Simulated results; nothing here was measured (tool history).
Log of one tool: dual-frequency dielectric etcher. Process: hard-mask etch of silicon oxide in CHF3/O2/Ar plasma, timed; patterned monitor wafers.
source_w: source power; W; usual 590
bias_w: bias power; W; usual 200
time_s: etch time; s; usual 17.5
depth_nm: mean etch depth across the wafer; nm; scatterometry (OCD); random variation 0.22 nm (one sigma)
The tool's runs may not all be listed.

run   hour  source_w  bias_w  time_s  read-back reference wafer on the same gauge, depth_nm  depth_nm
  1      0       590     220    17.5                                                  36.45     36.74
  2   60.4       590     220    17.5                                                  36.48     37.24
  3  114.8       510     200    17.5                                                  36.47     34.24
  4  178.9       490     200    17.5                                                   36.5     33.69
  5  261.2       590     200      20                                                  36.53     40.05
  6  288.7       590     200    17.5                                                   36.5     35.02
  7  320.4       590     200    17.5                                                  36.49     35.19
  8  375.1       490     200    17.5                                                  36.48     33.28
  9  392.1       590     248    17.5                                                  36.49     38.45
 10  458.2       500     181    20.5                                                  36.55     38.52
 11  514.8       530     187    17.5                                                  36.52     33.79
 12  549.3       660     200    17.5                                                  36.46        38
 13  620.4       590     200    17.5                                                   36.5     36.57
 14  679.2       590     200      16                                                  36.52      31.9

Not shown: 6 entries that the log had between the listed runs. Between which runs, and how does the tool's hidden state differ before and after?
Between runs 4 and 5: wet clean of the chamber (hour 260.7)
  etch rate over this chamber's usual, %: 4.33 -> 0.303
  measured less the result without the state, depth_nm: +1.4 -> +0.12 nm
Between runs 7 and 8: source power generator calibrated (hour 357.9); upper electrode replaced (hour 374.6)
  etch rate over this chamber's usual, %: 0.988 -> 1.62
  measured less the result without the state, depth_nm: +0.35 -> +0.53 nm
Between runs 9 and 10: bias power generator calibrated (hour 398.7); gauge calibrated (hour 422.5)
  etch rate over this chamber's usual, %: 1.82 -> 2.58
  measured less the result without the state, depth_nm: +0.69 -> +0.97 nm
Between runs 13 and 14: wet clean of the chamber (hour 673)
  etch rate over this chamber's usual, %: 4.46 -> 0.0197
  measured less the result without the state, depth_nm: +1.56 -> +0 nm
